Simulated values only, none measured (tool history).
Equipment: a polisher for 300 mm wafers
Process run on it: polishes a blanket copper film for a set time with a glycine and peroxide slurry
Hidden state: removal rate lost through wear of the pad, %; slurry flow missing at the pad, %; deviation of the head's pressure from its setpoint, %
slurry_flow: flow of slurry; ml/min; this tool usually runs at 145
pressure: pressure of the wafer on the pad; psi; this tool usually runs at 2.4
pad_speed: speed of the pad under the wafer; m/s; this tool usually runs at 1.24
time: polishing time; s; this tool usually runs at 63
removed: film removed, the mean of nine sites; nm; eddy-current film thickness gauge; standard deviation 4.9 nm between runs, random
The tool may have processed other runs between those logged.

run    hour  slurry_flow  pressure  pad_speed  time  wafers since the last listed run  wafers polished on this pad  hours since the slurry nozzle was cleaned  hours since the head pressure was calibrated  incoming thickness of the incoming film, nm  removed
  1     0.0          145       2.4       0.88    78                                 0                          118                                       86.9                                         202.5                                       1612.8    352.0
  2    92.1          145       2.4       0.88    78                              1001                         1120                                      179.0                                         294.6                                       1630.5    347.3
  3   128.7          145       2.4       0.88    78                               397                         1518                                      215.6                                         331.2                                       1634.0    348.3
  4   232.2          145       2.4       1.24    63                              1125                         2643                                      319.1                                         434.7                                       1636.3    331.0
  5   301.5          145       2.4       1.24    63                               753                         3397                                      388.4                                         504.0                                       1634.6    325.9
  6   369.7          145       2.4       1.24    63                               741                         4138                                      456.6                                         572.2                                       1615.7    327.7
  7   408.2          145       2.4       1.24    63                               418                         4557                                      495.1                                         610.7                                       1639.2    332.6
      439.9  -- slurry nozzle cleaned
      471.3  -- worn pad replaced by a new one
  8   514.7          145       2.4       1.24    63                              1103                          472                                       74.8                                         717.2                                       1634.6    347.6
  9   598.0          145       2.4       1.08    63                               905                         1377                                      158.1                                         800.5                                       1625.2    313.0
 10   719.7          145       2.4       1.08    63                              1323                         2701                                      279.8                                         922.2                                       1620.1    300.9
 11   756.4          145       2.4       1.08    63                               399                         3100                                      316.5                                         958.9                                       1630.3    308.8
 12   844.0          145       2.4       1.24    63                               952                         4052                                      404.1                                        1046.5                                       1618.0    320.7
      856.9  -- slurry nozzle cleaned
 13   930.8          145       2.4       1.24    63                               933                         4985                                       73.9                                        1133.3                                       1616.3    320.1
      985.4  -- worn pad replaced by a new one
 14  1032.9          145       2.4       1.24    63                              1066                          516                                      176.0                                        1235.4                                       1614.3    344.3
     1083.7  -- head pressure recalibrated
 15  1111.9          145       2.4       1.24    63                               837                         1353                                      255.0                                          28.2                                       1637.3    334.7
 16  1159.8          185       1.8       1.08    70                               520                         1874                                      302.9                                          76.1                                       1595.2    281.7
 17  1248.8          145       2.4       1.24    63                               967                         2842                                      391.9                                         165.1                                       1648.5    326.6
     1385.7  -- slurry nozzle cleaned
 18  1397.4          145       1.8       1.24    63                              1605                         4447                                       11.7                                         313.7                                       1612.7    252.1
 19  1476.6          160       2.4       1.06    63                               861                         5308                                       90.9                                         392.9                                       1629.6    299.3
     1511.3  -- worn pad replaced by a new one
 20  1521.7          185       3.2       1.36    69                               446                          113                                      136.0                                         438.0                                       1602.4    538.7
 21  1753.4          145       3.0       0.94    43                              2519                         2632                                      367.7                                         669.7                                       1621.7    234.8
     1806.8  -- slurry nozzle cleaned
 22  1811.5          145       1.8       1.60    63                               620                         3253                                        4.7                                         727.8                                       1630.2    303.8
 23  1892.3          145       2.4       1.24    45                               878                         4132                                       85.5                                         808.6                                       1653.2    227.6
 24  1952.0          170       1.6       1.24    50                               649                         4781                                      145.2                                         868.3                                       1621.3    186.2
     2000.3  -- worn pad replaced by a new one
 25  2029.3          145       2.4       1.24    63                               797                          315                                      222.5                                         945.6                                       1627.3    343.9
 26  2084.1          145       2.4       1.58    63                               595                          910                                      277.3                                        1000.4                                       1659.4    400.5
 27  2132.6          145       2.4       1.24    76                               527                         1438                                      325.8                                        1048.9                                       1637.0    404.9
     2151.7  -- head pressure recalibrated
 28  2216.1          175       3.1       1.24    82                               886                         2324                                      409.3                                          64.4                                       1611.6    551.6
     2234.7  -- slurry nozzle cleaned
 29  2311.3          145       2.4       1.24    63                              1024                         3348                                       76.6                                         159.6                                       1608.7    328.4
 30  2381.5          120       3.0       1.00    42                               763                         4112                                      146.8                                         229.8                                       1645.0    226.9

List, for all runs, the conditions of the tool that the log does not record:
slurry flow missing at the pad, %: 0, the same for each run
deviation of the head's pressure from its setpoint, %: 0, the same for each run
H1: removal rate lost through wear of the pad, %
run     H1
  1  0.333
  2   1.91
  3   2.54
  4   4.31
  5    5.5
  6   6.66
  7   7.32
  8   1.59
  9   3.02
 10    5.1
 11   5.73
 12   7.23
 13   8.72
 14    1.5
 15   2.85
 16   3.67
 17    5.2
 18   7.74
 19    9.1
 20  0.245
 21   4.21
 22   5.21
 23   6.59
 24   7.61
 25   1.15
 26   2.09
 27   2.92
 28   4.35
 29   5.98
 30   7.18

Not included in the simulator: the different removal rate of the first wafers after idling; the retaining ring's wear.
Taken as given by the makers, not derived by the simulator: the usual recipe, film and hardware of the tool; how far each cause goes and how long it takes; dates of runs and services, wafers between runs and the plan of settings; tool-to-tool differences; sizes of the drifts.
